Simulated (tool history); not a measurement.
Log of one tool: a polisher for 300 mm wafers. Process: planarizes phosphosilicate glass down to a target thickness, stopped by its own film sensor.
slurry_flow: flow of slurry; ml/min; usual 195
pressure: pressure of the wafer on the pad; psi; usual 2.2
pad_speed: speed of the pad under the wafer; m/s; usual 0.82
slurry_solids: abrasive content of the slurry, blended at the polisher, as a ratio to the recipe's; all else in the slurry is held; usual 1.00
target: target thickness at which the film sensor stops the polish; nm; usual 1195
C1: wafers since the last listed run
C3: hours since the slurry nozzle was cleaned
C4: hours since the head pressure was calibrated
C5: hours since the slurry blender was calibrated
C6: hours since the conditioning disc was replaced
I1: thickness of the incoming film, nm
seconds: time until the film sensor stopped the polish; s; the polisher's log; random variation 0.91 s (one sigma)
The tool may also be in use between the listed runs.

Run 1, day 0.000: usual settings but slurry_solids 1.25; C1 0; wafers polished on this pad 2042; C3 318.4; C4 1235.5; C5 386.2; C6 124.3; I1 1659.3. Result: seconds 77.9 s.
At day 0.950: head pressure recalibrated.
At day 1.154: slurry blender recalibrated.
Run 2, day 2.788: usual settings but slurry_solids 0.80; C1 422; wafers polished on this pad 2464; C3 385.3; C4 44.1; C5 39.2; C6 191.2; I1 1670.8. Result: seconds 103.6 s.
Run 3, day 4.683: usual settings but slurry_solids 0.80; C1 305; wafers polished on this pad 2769; C3 430.8; C4 89.6; C5 84.7; C6 236.7; I1 1640.2. Result: seconds 99.1 s.
At day 5.833: worn pad replaced by a new one.
Run 4, day 6.579: usual settings but slurry_flow 225 ml/min; C1 278; wafers polished on this pad 120; C3 476.3; C4 135.1; C5 130.2; C6 282.2; I1 1662.6. Result: seconds 86.8 s.
At day 7.767: slurry nozzle cleaned.
Run 5, day 7.800: usual settings but slurry_flow 225 ml/min; C1 189; wafers polished on this pad 309; C3 0.8; C4 164.4; C5 159.5; C6 311.5; I1 1651.2. Result: seconds 84.5 s.
Run 6, day 10.208: usual settings but pad_speed 0.62 m/s; C1 387; wafers polished on this pad 697; C3 58.6; C4 222.2; C5 217.3; C6 369.3; I1 1677.1. Result: seconds 110.8 s.
At day 11.596: conditioning disc replaced and pad reconditioned.
Run 7, day 11.638: usual settings but pressure 1.5 psi, pad_speed 0.64 m/s, slurry_solids 0.90; C1 216; wafers polished on this pad 914; C3 92.9; C4 256.5; C5 251.6; C6 1.0; I1 1677.6. Result: seconds 158.6 s.
Run 8, day 12.717: usual settings but slurry_flow 245 ml/min, pressure 1.6 psi, pad_speed 0.58 m/s, slurry_solids 0.70; C1 173; wafers polished on this pad 1088; C3 118.8; C4 282.4; C5 277.5; C6 26.9; I1 1682.6. Result: seconds 192.1 s.
Run 9, day 13.896: usual settings but slurry_solids 1.20, target 1039 nm; C1 189; wafers polished on this pad 1278; C3 147.1; C4 310.7; C5 305.8; C6 55.2; I1 1636.1. Result: seconds 102.8 s.
Run 10, day 15.312: usual settings but pad_speed 0.62 m/s; C1 228; wafers polished on this pad 1506; C3 181.1; C4 344.7; C5 339.8; C6 89.2; I1 1683.1. Result: seconds 111.0 s.
Run 11, day 16.754: usual settings but pad_speed 1.08 m/s, target 1067 nm; C1 232; wafers polished on this pad 1738; C3 215.7; C4 379.3; C5 374.4; C6 123.8; I1 1659.7. Result: seconds 90.6 s.
At day 18.312: slurry blender recalibrated.
Run 12, day 19.288: usual settings but slurry_solids 1.25, target 1038 nm; C1 394; wafers polished on this pad 2133; C3 276.5; C4 440.1; C5 23.4; C6 184.6; I1 1660.3. Result: seconds 105.2 s.
Run 13, day 21.092: usual settings but pad_speed 0.90 m/s, slurry_solids 0.80; C1 290; wafers polished on this pad 2423; C3 319.8; C4 483.4; C5 66.7; C6 227.9; I1 1633.7. Result: seconds 89.6 s.
Run 14, day 23.608: usual settings; C1 405; wafers polished on this pad 2829; C3 380.2; C4 543.8; C5 127.1; C6 288.3; I1 1642.4. Result: seconds 82.7 s.
At day 24.129: worn pad replaced by a new one.
Run 15, day 26.775: usual settings but target 1044 nm; C1 483; wafers polished on this pad 426; C3 456.2; C4 619.8; C5 203.1; C6 364.3; I1 1668.7. Result: seconds 118.1 s.
Run 16, day 27.892: usual settings but slurry_flow 240 ml/min, pressure 2.6 psi; C1 179; wafers polished on this pad 606; C3 483.0; C4 646.6; C5 229.9; C6 391.1; I1 1647.0. Result: seconds 71.4 s.
At day 28.546: conditioning disc replaced and pad reconditioned.
Run 17, day 29.646: usual settings but slurry_flow 245 ml/min, slurry_solids 0.90, target 1336 nm; C1 269; wafers polished on this pad 875; C3 525.1; C4 688.7; C5 272.0; C6 26.4; I1 1681.4. Result: seconds 66.7 s.
At day 30.433: slurry nozzle cleaned.
Run 18, day 32.529: usual settings but target 1109 nm; C1 457; wafers polished on this pad 1332; C3 50.3; C4 757.9; C5 341.2; C6 95.6; I1 1651.5. Result: seconds 100.5 s.
Run 19, day 33.596: usual settings; C1 171; wafers polished on this pad 1504; C3 75.9; C4 783.5; C5 366.8; C6 121.2; I1 1658.9. Result: seconds 87.8 s.
At day 38.775: slurry blender recalibrated.
At day 41.496: worn pad replaced by a new one.
Run 20, day 42.000: usual settings but slurry_solids 0.80, target 1251 nm; C1 1313; wafers polished on this pad 81; C3 277.6; C4 985.2; C5 77.4; C6 322.9; I1 1632.2. Result: seconds 83.4 s.
Run 21, day 43.475: usual settings but pressure 1.7 psi; C1 237; wafers polished on this pad 318; C3 313.0; C4 1020.6; C5 112.8; C6 358.3; I1 1663.4. Result: seconds 108.7 s.
Run 22, day 44.721: usual settings; C1 200; wafers polished on this pad 519; C3 342.9; C4 1050.5; C5 142.7; C6 388.2; I1 1672.1. Result: seconds 89.0 s.
At day 46.929: conditioning disc replaced and pad reconditioned.
Run 23, day 46.950: usual settings but slurry_solids 0.80, target 1073 nm; C1 345; wafers polished on this pad 865; C3 396.4; C4 1104.0; C5 196.2; C6 0.5; I1 1659.5. Result: seconds 129.2 s.
Run 24, day 48.271: usual settings but pressure 2.7 psi, slurry_solids 0.85, target 1315 nm; C1 212; wafers polished on this pad 1077; C3 428.1; C4 1135.7; C5 227.9; C6 32.2; I1 1682.6. Result: seconds 65.3 s.
Run 25, day 50.962: usual settings but target 1116 nm; C1 433; wafers polished on this pad 1511; C3 492.7; C4 1200.3; C5 292.5; C6 96.8; I1 1685.9. Result: seconds 106.5 s.
At day 52.117: slurry nozzle cleaned.
Run 26, day 53.117: usual settings but slurry_flow 240 ml/min, slurry_solids 1.25; C1 340; wafers polished on this pad 1851; C3 24.0; C4 1252.0; C5 344.2; C6 148.5; I1 1669.8. Result: seconds 76.4 s.

Forecast each of these 3 alternatives for the next run:
Run A, day 53.138: usual settings; C1 3; wafers polished on this pad 1855; C3 24.5; C4 1252.5; C5 344.7; C6 149.0; I1 1645.1. Result: seconds ?.
Run B, day 53.138: usual settings but pressure 2.8 psi, slurry_solids 1.25; C1 3; wafers polished on this pad 1855; C3 24.5; C4 1252.5; C5 344.7; C6 149.0; I1 1645.1. Result: seconds ?.
Run C, day 53.138: usual settings but slurry_flow 255 ml/min, target 1084 nm; C1 3; wafers polished on this pad 1855; C3 24.5; C4 1252.5; C5 344.7; C6 149.0; I1 1645.1. Result: seconds ?.

run  seconds
  A     85.4
  B     61.4
  C    102.8
Without the tool's hidden state the same runs would have given:
run  seconds
  A     85.4
  B     61.4
  C    102.8
